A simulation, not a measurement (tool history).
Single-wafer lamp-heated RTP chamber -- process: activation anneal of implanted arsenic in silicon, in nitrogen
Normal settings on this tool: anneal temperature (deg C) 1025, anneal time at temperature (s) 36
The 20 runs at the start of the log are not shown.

run,hour,anneal temperature (deg C),anneal time at temperature (s),"read-back reference wafer on the same gauge, sheet resistance",sheet resistance of the implanted and annealed layer (ohm/square)
21,1467.4,1003,47,79.39,92.16
22,1516.1,1051,27,79.4,82.14
23,1600.2,1025,36,79.39,86.9
24,1706.5,1025,25,79.39,92.07
25,1795.4,1025,36,79.43,86.37
# hour 1829.5: reflector plate cleaned
26,1853.3,996,48,79.37,93.76
# hour 1868.1: pyrometer window cleaned and pyrometer calibrated
27,1914.9,1037,16,79.42,96.08
28,2000.7,1025,51,79.42,83.16
29,2053.4,1025,36,79.38,87.66
30,2126.4,1025,36,79.38,87.41
31,2208.3,1025,36,79.42,87.31
32,2298.8,1048,28,79.36,82.81
33,2372.9,1008,36,79.38,93.59
# hour 2441.6: pyrometer window cleaned and pyrometer calibrated
34,2472.1,995,18,79.44,112.5
35,2558.1,996,52,79.38,94.47
36,2627.4,1025,16,79.43,99.55

Here are 5 independent what-if runs from the current tool condition. What would each one return?
A,2627.8,1025,36,?,?
B,2627.8,1041,46,?,?
C,2627.8,1054,25,?,?
D,2627.8,1050,43,?,?
E,2627.8,998,30,?,?

run,"read-back reference wafer on the same gauge, sheet resistance",sheet resistance of the implanted and annealed layer (ohm/square)
A,79.39,87.03
B,79.39,78.23
C,79.39,82.12
D,79.39,76.43
E,79.39,101.7
Stripped of hidden state, with their random variation kept, the same runs would have yielded:
run,sheet resistance of the implanted and annealed layer (ohm/square)
A,88.07
B,79.07
C,83
D,77.21
E,103.05
